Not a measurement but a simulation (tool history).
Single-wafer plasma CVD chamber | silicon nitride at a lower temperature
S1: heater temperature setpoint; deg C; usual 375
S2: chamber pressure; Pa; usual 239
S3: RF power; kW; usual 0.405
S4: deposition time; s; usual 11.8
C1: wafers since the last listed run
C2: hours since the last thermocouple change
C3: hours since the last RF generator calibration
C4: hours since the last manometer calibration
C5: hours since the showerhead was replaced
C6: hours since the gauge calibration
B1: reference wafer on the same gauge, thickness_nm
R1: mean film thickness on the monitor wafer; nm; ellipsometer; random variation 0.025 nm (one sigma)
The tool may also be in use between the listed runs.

run   hour   S1   S2     S3    S4   C1      C2      C3      C4      C5     C6      B1      R1
  1      0  375  239  0.405  11.8    0  2273.2  1583.2  1885.2  3357.6    5.7  16.703  15.442
  2   17.4  375  239  0.405  11.8  526  2290.6  1600.6  1902.6    3375   23.1  16.706  15.403
  3     26  375  239  0.405  11.8  260  2299.2  1609.2  1911.2  3383.6   31.7  16.703  15.394
  4   36.5  375  253  0.405  11.8  317  2309.7  1619.7  1921.7  3394.1   42.2  16.699  15.632
  5   46.5  375  253  0.405  11.8  302  2319.7  1629.7  1931.7  3404.1   52.2  16.708    15.6
  6   63.7  375  253  0.405  11.8  520  2336.9  1646.9  1948.9  3421.3   69.4  16.702   15.59
      78.8  -- capacitance manometer re-zeroed and calibrated
        83  -- showerhead replaced, of another model than before
      84.1  -- RF generator calibrated
  7   84.6  375  239  0.405  11.8  228  2357.8     0.5     5.8     1.6   90.3  16.704  16.588
      94.9  -- thermocouple changed; heater temperature recalibrated
  8   95.4  375  272  0.405  11.8   84     0.5    11.3    16.6    12.4  101.1  16.703  17.209
  9  109.5  379  239  0.405  12.5  426    14.6    25.4    30.7    26.5  115.2  16.698  17.559
     115.1  -- gauge calibrated
 10  126.3  375  239  0.405  11.8  508    31.4    42.2    47.5    43.3   11.2  16.692  16.573
 11  144.3  387  239  0.465  11.1  544    49.4    60.2    65.5    61.3   29.2  16.696  17.115
 12  151.8  368  239   0.48  11.8  227    56.9    67.7      73    68.8   36.7  16.702  18.767
 13  159.7  375  239   0.37  11.8  239    64.8    75.6    80.9    76.7   44.6  16.694  15.463
 14  166.6  375  239  0.405  11.8  208    71.7    82.5    87.8    83.6   51.5  16.703  16.603

Measured less the same run without the tool's hidden state. The same run-to-run variation is in both; the gauge's scatter may not be:
The hidden state here: wafer temperature above the value expected at the setpoint (K); delivered RF power above the setpoint (%); true pressure above the setpoint (%); gauge reads high (%).
run      R1
  1  -1.357
  2  -1.368
  3  -1.374
  4  -1.403
  5  -1.409
  6  -1.422
  7  -0.168
  8   -0.18
  9  -0.191
 10  -0.189
 11  -0.205
 12  -0.206
 13  -0.206
 14   -0.21
